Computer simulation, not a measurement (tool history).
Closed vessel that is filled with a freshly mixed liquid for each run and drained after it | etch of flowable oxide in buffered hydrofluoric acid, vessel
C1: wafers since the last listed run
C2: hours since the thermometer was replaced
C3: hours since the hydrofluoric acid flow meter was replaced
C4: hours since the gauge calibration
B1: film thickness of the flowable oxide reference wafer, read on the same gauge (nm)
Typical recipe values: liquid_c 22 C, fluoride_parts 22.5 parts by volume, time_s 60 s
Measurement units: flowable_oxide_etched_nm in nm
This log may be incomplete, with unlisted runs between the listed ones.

run 1 hour=0 | liquid_c=22 fluoride_parts=22.5 time_s=60 | C1=0 C2=938.6 C3=352.2 C4=1722.4 | B1=120 | flowable_oxide_etched_nm=68.15
run 2 hour=24.9 | liquid_c=24.5 fluoride_parts=22.5 time_s=60 | C1=3554 C2=963.5 C3=377.1 C4=1747.3 | B1=120.03 | flowable_oxide_etched_nm=77.65
run 3 hour=136.6 | liquid_c=24.5 fluoride_parts=22.5 time_s=60 | C1=15943 C2=1075.2 C3=488.8 C4=1859 | B1=119.98 | flowable_oxide_etched_nm=77.72
-- hour=168.9 thermometer replaced
run 4 hour=179.1 | liquid_c=24.5 fluoride_parts=22.5 time_s=60 | C1=5923 C2=10.2 C3=531.3 C4=1901.5 | B1=120 | flowable_oxide_etched_nm=83.64
run 5 hour=236.1 | liquid_c=22 fluoride_parts=22.5 time_s=50 | C1=8135 C2=67.2 C3=588.3 C4=1958.5 | B1=120.01 | flowable_oxide_etched_nm=61.25
run 6 hour=290.2 | liquid_c=22 fluoride_parts=22.5 time_s=60 | C1=7722 C2=121.3 C3=642.4 C4=2012.6 | B1=119.97 | flowable_oxide_etched_nm=74.16
run 7 hour=356 | liquid_c=22 fluoride_parts=22.5 time_s=85 | C1=9392 C2=187.1 C3=708.2 C4=2078.4 | B1=120 | flowable_oxide_etched_nm=104.72
run 8 hour=418.4 | liquid_c=22 fluoride_parts=22.5 time_s=60 | C1=8906 C2=249.5 C3=770.6 C4=2140.8 | B1=119.99 | flowable_oxide_etched_nm=75.26
run 9 hour=456.1 | liquid_c=22 fluoride_parts=22.5 time_s=60 | C1=5381 C2=287.2 C3=808.3 C4=2178.5 | B1=119.99 | flowable_oxide_etched_nm=73.9
run 10 hour=518 | liquid_c=22 fluoride_parts=22.5 time_s=60 | C1=8835 C2=349.1 C3=870.2 C4=2240.4 | B1=120.02 | flowable_oxide_etched_nm=75.01
run 11 hour=552.4 | liquid_c=22 fluoride_parts=22.5 time_s=60 | C1=4910 C2=383.5 C3=904.6 C4=2274.8 | B1=119.96 | flowable_oxide_etched_nm=75.09
run 12 hour=606.9 | liquid_c=22 fluoride_parts=22.5 time_s=60 | C1=7779 C2=438 C3=959.1 C4=2329.3 | B1=119.97 | flowable_oxide_etched_nm=75.52
run 13 hour=638.7 | liquid_c=22 fluoride_parts=22.5 time_s=60 | C1=4539 C2=469.8 C3=990.9 C4=2361.1 | B1=120.01 | flowable_oxide_etched_nm=74.7
run 14 hour=663.6 | liquid_c=22 fluoride_parts=29 time_s=60 | C1=3554 C2=494.7 C3=1015.8 C4=2386 | B1=120.03 | flowable_oxide_etched_nm=63.72
-- hour=669.1 thermometer replaced, repeated, since the last time left the tool worse
-- hour=688.4 hydrofluoric acid flow meter replaced
run 15 hour=731 | liquid_c=22 fluoride_parts=22.5 time_s=60 | C1=9334 C2=61.9 C3=42.6 C4=2453.4 | B1=120.05 | flowable_oxide_etched_nm=64.91
run 16 hour=759.5 | liquid_c=19.5 fluoride_parts=22.5 time_s=60 | C1=4067 C2=90.4 C3=71.1 C4=2481.9 | B1=120.02 | flowable_oxide_etched_nm=55.4
run 17 hour=820 | liquid_c=22 fluoride_parts=22.5 time_s=60 | C1=8635 C2=150.9 C3=131.6 C4=2542.4 | B1=119.95 | flowable_oxide_etched_nm=63.83
run 18 hour=847.9 | liquid_c=22 fluoride_parts=14.5 time_s=60 | C1=3982 C2=178.8 C3=159.5 C4=2570.3 | B1=120.04 | flowable_oxide_etched_nm=96.15
run 19 hour=893.9 | liquid_c=22 fluoride_parts=17 time_s=60 | C1=6565 C2=224.8 C3=205.5 C4=2616.3 | B1=120.01 | flowable_oxide_etched_nm=83.33
run 20 hour=960.6 | liquid_c=22 fluoride_parts=22.5 time_s=60 | C1=9520 C2=291.5 C3=272.2 C4=2683 | B1=120.01 | flowable_oxide_etched_nm=65.58
run 21 hour=999.8 | liquid_c=18 fluoride_parts=22.5 time_s=60 | C1=5595 C2=330.7 C3=311.4 C4=2722.2 | B1=119.98 | flowable_oxide_etched_nm=52.82
-- hour=1024.5 gauge calibrated
run 22 hour=1065.5 | liquid_c=22 fluoride_parts=22.5 time_s=60 | C1=9377 C2=396.4 C3=377.1 C4=41 | B1=120 | flowable_oxide_etched_nm=66.04
run 23 hour=1102.3 | liquid_c=25 fluoride_parts=14.5 time_s=50 | C1=5252 C2=433.2 C3=413.9 C4=77.8 | B1=119.98 | flowable_oxide_etched_nm=95.6
run 24 hour=1171.4 | liquid_c=22 fluoride_parts=17 time_s=60 | C1=9863 C2=502.3 C3=483 C4=146.9 | B1=120.02 | flowable_oxide_etched_nm=83.61
run 25 hour=1228.4 | liquid_c=22 fluoride_parts=22.5 time_s=60 | C1=8135 C2=559.3 C3=540 C4=203.9 | B1=119.99 | flowable_oxide_etched_nm=66.26
run 26 hour=1288.8 | liquid_c=26.5 fluoride_parts=22.5 time_s=70 | C1=8621 C2=619.7 C3=600.4 C4=264.3 | B1=119.95 | flowable_oxide_etched_nm=99.29
run 27 hour=1317.8 | liquid_c=20.5 fluoride_parts=15.5 time_s=40 | C1=4139 C2=648.7 C3=629.4 C4=293.3 | B1=120.05 | flowable_oxide_etched_nm=57.22
run 28 hour=1359.9 | liquid_c=22 fluoride_parts=22.5 time_s=30 | C1=6009 C2=690.8 C3=671.5 C4=335.4 | B1=120 | flowable_oxide_etched_nm=33
run 29 hour=1413.8 | liquid_c=17 fluoride_parts=19 time_s=60 | C1=7693 C2=744.7 C3=725.4 C4=389.3 | B1=120.01 | flowable_oxide_etched_nm=58.08
run 30 hour=1484.9 | liquid_c=22 fluoride_parts=18.5 time_s=40 | C1=10148 C2=815.8 C3=796.5 C4=460.4 | B1=120.01 | flowable_oxide_etched_nm=52.57
run 31 hour=1519.7 | liquid_c=22 fluoride_parts=22.5 time_s=60 | C1=4967 C2=850.6 C3=831.3 C4=495.2 | B1=120 | flowable_oxide_etched_nm=66.77

What does the tool deliver on the next run?
run 32 hour=1557.1 | liquid_c=25 fluoride_parts=22.5 time_s=95 | C1=5338 C2=888 C3=868.7 C4=532.6 | B1=? | flowable_oxide_etched_nm=?

B1: 120.02
flowable_oxide_etched_nm: 127.03 nm
Were there no unlogged condition in the tool, this run, its random variation unchanged, would have produced flowable_oxide_etched_nm 119.02 nm.
